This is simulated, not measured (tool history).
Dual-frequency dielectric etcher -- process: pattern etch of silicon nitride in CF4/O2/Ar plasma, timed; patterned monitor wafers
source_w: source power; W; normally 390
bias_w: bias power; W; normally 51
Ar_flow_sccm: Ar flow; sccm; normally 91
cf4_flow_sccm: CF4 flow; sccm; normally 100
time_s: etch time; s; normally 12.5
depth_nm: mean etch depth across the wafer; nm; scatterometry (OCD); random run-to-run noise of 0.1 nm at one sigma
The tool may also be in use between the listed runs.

run   hour  source_w  bias_w  Ar_flow_sccm  cf4_flow_sccm  time_s  read-back reference wafer on the same gauge, depth_nm  depth_nm
  1    0.0       390      51            91             80    12.5                                                  21.97     17.94
  2   35.4       390      51            91            100    12.5                                                  22.02     18.19
  3   65.8       390      62           104            100    12.5                                                  21.98     18.97
  4   99.4       390      40            91            100    12.5                                                  22.01     17.21
     110.3  -- source power generator calibrated
     112.9  -- gauge calibrated
  5  129.7       390      51           112             77    10.5                                                  21.93     14.66
  6  151.2       390      45           109            112    15.0                                                  21.98     20.77
  7  181.8       390      62            70             91    12.5                                                  22.00     19.42
  8  194.9       360      51            91            100    12.5                                                  22.04     16.96
  9  217.0       390      41            91            100    14.5                                                  22.00     19.77
     243.9  -- CF4 flow controller replaced
 10  244.4       390      41           109             85     8.5                                                  21.94     11.26
     269.9  -- bias power generator calibrated
     284.1  -- Ar flow controller replaced
     291.7  -- upper electrode replaced
 11  292.2       390      39           104            113    12.5                                                  21.96     16.67
 12  304.1       390      51            91            100    12.5                                                  22.01     17.99
 13  323.4       390      51            91             88    12.5                                                  21.98     17.74
 14  343.7       390      51            91            111    12.5                                                  22.02     18.19
 15  355.8       480      51            71            100    15.0                                                  22.01     25.87
 16  368.2       390      51            91            100    12.5                                                  22.00     18.00
 17  404.7       360      40            91             84    12.5                                                  22.00     15.47
 18  428.2       390      51            91            100    12.5                                                  22.00     17.85
 19  456.6       390      51            91            100    12.5                                                  22.02     18.00
 20  491.4       390      41            91            100    12.5                                                  22.05     16.79
     515.5  -- wet clean of the chamber
 21  516.0       390      51            83             84    12.5                                                  21.98     18.12
 22  529.7       390      51            73             91    12.5                                                  22.01     18.44

What was the tool's hidden state at every run in the log?
source power that arrives over what is set, %: 0 across all the runs
bias power that arrives over what is set, %: 0 across all the runs
Ar flow that arrives over what is set, %: 0 across all the runs
CF4 flow that arrives over what is set, %: 0 across all the runs
gauge reads high (%): 0 across all the runs
H1: etch rate over this chamber's usual, %
run      H1
  1  -0.406
  2  -0.595
  3  -0.758
  4  -0.938
  5    -1.1
  6   -1.22
  7   -1.38
  8   -1.45
  9   -1.57
 10   -1.72
 11   -1.97
 12   -2.04
 13   -2.14
 14   -2.25
 15   -2.31
 16   -2.38
 17   -2.57
 18    -2.7
 19   -2.85
 20   -3.04
 21  -0.111
 22  -0.184
